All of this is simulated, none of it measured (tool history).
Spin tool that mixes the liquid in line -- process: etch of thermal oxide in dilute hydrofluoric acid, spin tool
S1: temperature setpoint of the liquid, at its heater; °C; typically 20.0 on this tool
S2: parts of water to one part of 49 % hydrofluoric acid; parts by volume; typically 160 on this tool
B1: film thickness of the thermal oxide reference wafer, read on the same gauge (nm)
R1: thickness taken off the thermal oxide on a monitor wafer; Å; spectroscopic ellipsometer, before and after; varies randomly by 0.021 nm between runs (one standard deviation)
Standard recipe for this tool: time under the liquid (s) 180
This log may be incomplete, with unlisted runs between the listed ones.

{"run": 1, "hour": 0.0, "S1": 20.0, "S2": 160, "time under the liquid (s)": 260, "B1": 80.02, "R1": 61.91}
{"hour": 19.6, "done": "hydrofluoric acid flow meter replaced"}
{"run": 2, "hour": 36.4, "S1": 20.0, "S2": 225, "time under the liquid (s)": 180, "B1": 79.986, "R1": 27.85}
{"run": 3, "hour": 69.4, "S1": 20.0, "S2": 225, "time under the liquid (s)": 180, "B1": 80.03, "R1": 27.6}
{"run": 4, "hour": 109.5, "S1": 20.0, "S2": 160, "time under the liquid (s)": 240, "B1": 80.026, "R1": 56.0}
{"run": 5, "hour": 163.3, "S1": 20.0, "S2": 160, "time under the liquid (s)": 180, "B1": 80.045, "R1": 42.0}
{"run": 6, "hour": 190.5, "S1": 20.0, "S2": 160, "time under the liquid (s)": 180, "B1": 80.001, "R1": 41.75}
{"run": 7, "hour": 301.2, "S1": 20.0, "S2": 160, "time under the liquid (s)": 180, "B1": 79.971, "R1": 42.11}
{"run": 8, "hour": 345.1, "S1": 20.0, "S2": 160, "time under the liquid (s)": 180, "B1": 79.974, "R1": 41.89}
{"run": 9, "hour": 385.7, "S1": 20.0, "S2": 160, "time under the liquid (s)": 180, "B1": 79.99, "R1": 42.32}
{"run": 10, "hour": 448.3, "S1": 21.5, "S2": 160, "time under the liquid (s)": 180, "B1": 80.027, "R1": 44.56}
{"run": 11, "hour": 514.4, "S1": 21.5, "S2": 160, "time under the liquid (s)": 180, "B1": 80.005, "R1": 44.73}
{"hour": 572.5, "done": "thermometer replaced"}
{"run": 12, "hour": 579.4, "S1": 20.0, "S2": 160, "time under the liquid (s)": 130, "B1": 79.997, "R1": 30.66}
{"run": 13, "hour": 632.7, "S1": 20.0, "S2": 160, "time under the liquid (s)": 180, "B1": 80.039, "R1": 42.04}
{"run": 14, "hour": 698.4, "S1": 18.0, "S2": 130, "time under the liquid (s)": 180, "B1": 80.015, "R1": 49.76}
{"run": 15, "hour": 752.9, "S1": 22.5, "S2": 200, "time under the liquid (s)": 245, "B1": 79.93, "R1": 48.97}
{"run": 16, "hour": 786.4, "S1": 18.5, "S2": 160, "time under the liquid (s)": 180, "B1": 79.987, "R1": 40.31}
{"run": 17, "hour": 820.2, "S1": 22.5, "S2": 235, "time under the liquid (s)": 180, "B1": 79.955, "R1": 29.49}
{"run": 18, "hour": 848.9, "S1": 20.0, "S2": 115, "time under the liquid (s)": 180, "B1": 79.945, "R1": 62.04}
{"run": 19, "hour": 889.9, "S1": 24.5, "S2": 160, "time under the liquid (s)": 180, "B1": 79.988, "R1": 51.06}
{"run": 20, "hour": 955.0, "S1": 20.0, "S2": 160, "time under the liquid (s)": 180, "B1": 79.991, "R1": 42.73}
{"hour": 957.4, "done": "gauge calibrated"}
{"hour": 1014.6, "done": "hydrofluoric acid flow meter replaced"}
{"run": 21, "hour": 1015.1, "S1": 23.5, "S2": 160, "time under the liquid (s)": 180, "B1": 79.965, "R1": 47.89}
{"run": 22, "hour": 1047.0, "S1": 20.0, "S2": 160, "time under the liquid (s)": 180, "B1": 80.044, "R1": 41.73}
{"run": 23, "hour": 1092.5, "S1": 20.0, "S2": 160, "time under the liquid (s)": 180, "B1": 79.967, "R1": 42.1}
{"run": 24, "hour": 1125.1, "S1": 20.0, "S2": 220, "time under the liquid (s)": 275, "B1": 79.995, "R1": 43.32}
{"run": 25, "hour": 1183.9, "S1": 20.0, "S2": 160, "time under the liquid (s)": 180, "B1": 80.056, "R1": 41.97}
{"run": 26, "hour": 1216.2, "S1": 17.0, "S2": 90, "time under the liquid (s)": 145, "B1": 80.003, "R1": 57.48}
{"run": 27, "hour": 1264.7, "S1": 21.5, "S2": 135, "time under the liquid (s)": 125, "B1": 79.978, "R1": 37.93}
{"run": 28, "hour": 1316.2, "S1": 25.0, "S2": 190, "time under the liquid (s)": 240, "B1": 80.014, "R1": 55.0}
{"run": 29, "hour": 1361.7, "S1": 24.0, "S2": 160, "time under the liquid (s)": 245, "B1": 80.035, "R1": 67.16}
{"run": 30, "hour": 1404.2, "S1": 23.0, "S2": 235, "time under the liquid (s)": 220, "B1": 79.999, "R1": 36.46}
{"run": 31, "hour": 1452.2, "S1": 20.0, "S2": 200, "time under the liquid (s)": 260, "B1": 79.969, "R1": 46.58}
{"run": 32, "hour": 1477.7, "S1": 23.0, "S2": 120, "time under the liquid (s)": 210, "B1": 79.984, "R1": 77.36}
{"run": 33, "hour": 1521.7, "S1": 20.0, "S2": 115, "time under the liquid (s)": 180, "B1": 79.973, "R1": 62.15}

Here are 5 independent what-if runs from the current tool condition. What would each one return?
{"run": "A", "hour": 1522.2, "S1": 20.0, "S2": 215, "time under the liquid (s)": 180, "B1": "?", "R1": "?"}
{"run": "B", "hour": 1522.2, "S1": 18.0, "S2": 160, "time under the liquid (s)": 115, "B1": "?", "R1": "?"}
{"run": "C", "hour": 1522.2, "S1": 20.0, "S2": 160, "time under the liquid (s)": 255, "B1": "?", "R1": "?"}
{"run": "D", "hour": 1522.2, "S1": 24.0, "S2": 95, "time under the liquid (s)": 145, "B1": "?", "R1": "?"}
{"run": "E", "hour": 1522.2, "S1": 21.5, "S2": 185, "time under the liquid (s)": 140, "B1": "?", "R1": "?"}

run=A B1=80.030 R1=29.82
run=B B1=80.030 R1=24.94
run=C B1=80.030 R1=59.92
run=D B1=80.030 R1=72.29
run=E B1=80.030 R1=29.41
Take away the tool's hidden state, keep each run's random variation, and the runs would have read:
run=A R1=29.23
run=B R1=24.47
run=C R1=58.77
run=D R1=70.96
run=E R1=28.83

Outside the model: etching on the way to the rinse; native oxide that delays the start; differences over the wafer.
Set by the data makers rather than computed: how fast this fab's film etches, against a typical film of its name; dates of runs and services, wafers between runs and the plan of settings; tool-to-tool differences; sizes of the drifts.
